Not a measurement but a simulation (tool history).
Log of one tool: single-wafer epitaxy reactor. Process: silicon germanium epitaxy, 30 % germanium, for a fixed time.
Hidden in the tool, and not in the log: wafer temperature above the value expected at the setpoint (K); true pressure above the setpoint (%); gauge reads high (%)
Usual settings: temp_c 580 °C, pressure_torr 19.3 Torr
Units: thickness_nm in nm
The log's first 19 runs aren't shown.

run,hour,temp_c,pressure_torr,wafers since the last listed run,hours since the last pyrometer calibration,hours since the last manometer calibration,hours since the showerhead was replaced,hours since the gauge calibration,"read-back reference wafer on the same gauge, thickness_nm",thickness_nm
20,1544.8,580,19.3,1267,695.4,292.6,545.9,2728.4,41.765,36.997
21,1633.3,594,19.3,1415,783.9,381.1,634.4,2816.9,41.802,46.346
# hour 1667.7: gauge calibrated
22,1689.1,568,15.9,892,839.7,436.9,690.2,21.4,42.599,28.225
23,1769.8,580,19.3,1291,920.4,517.6,770.9,102.1,42.533,37.572
24,1865.9,595,24.1,1537,1016.5,613.7,867.0,198.2,42.510,52.729
25,1902.2,576,21.2,580,1052.8,650.0,903.3,234.5,42.534,36.251
26,1998.1,580,19.3,1534,1148.7,745.9,999.2,330.4,42.495,37.343
27,2091.4,566,17.3,1492,1242.0,839.2,1092.5,423.7,42.532,28.167
28,2159.2,592,16.6,1084,1309.8,907.0,1160.3,491.5,42.493,42.706
29,2251.4,580,19.3,1475,1402.0,999.2,1252.5,583.7,42.337,37.084
30,2348.7,570,23.6,1556,1499.3,1096.5,1349.8,681.0,42.401,34.372
31,2413.2,595,20.8,1031,1563.8,1161.0,1414.3,745.5,42.350,49.665
32,2486.4,580,17.9,1171,1637.0,1234.2,1487.5,818.7,42.349,36.120
33,2559.9,580,19.3,1175,1710.5,1307.7,1561.0,892.2,42.316,37.520
34,2648.4,590,17.8,1415,1799.0,1396.2,1649.5,980.7,42.276,42.779
35,2753.6,580,19.3,1683,1904.2,1501.4,1754.7,1085.9,42.229,37.051

Forecast each of these 4 alternatives for the next run:
A,2754.0,580,17.5,6,1904.6,1501.8,1755.1,1086.3,?,?
B,2754.0,567,16.4,6,1904.6,1501.8,1755.1,1086.3,?,?
C,2754.0,590,21.3,6,1904.6,1501.8,1755.1,1086.3,?,?
D,2754.0,580,17.7,6,1904.6,1501.8,1755.1,1086.3,?,?

run,"read-back reference wafer on the same gauge, thickness_nm",thickness_nm
A,42.266,35.685
B,42.266,27.765
C,42.266,45.980
D,42.266,35.866
Without the tool's hidden state the same runs would have given:
run,thickness_nm
A,36.072
B,28.066
C,46.479
D,36.256
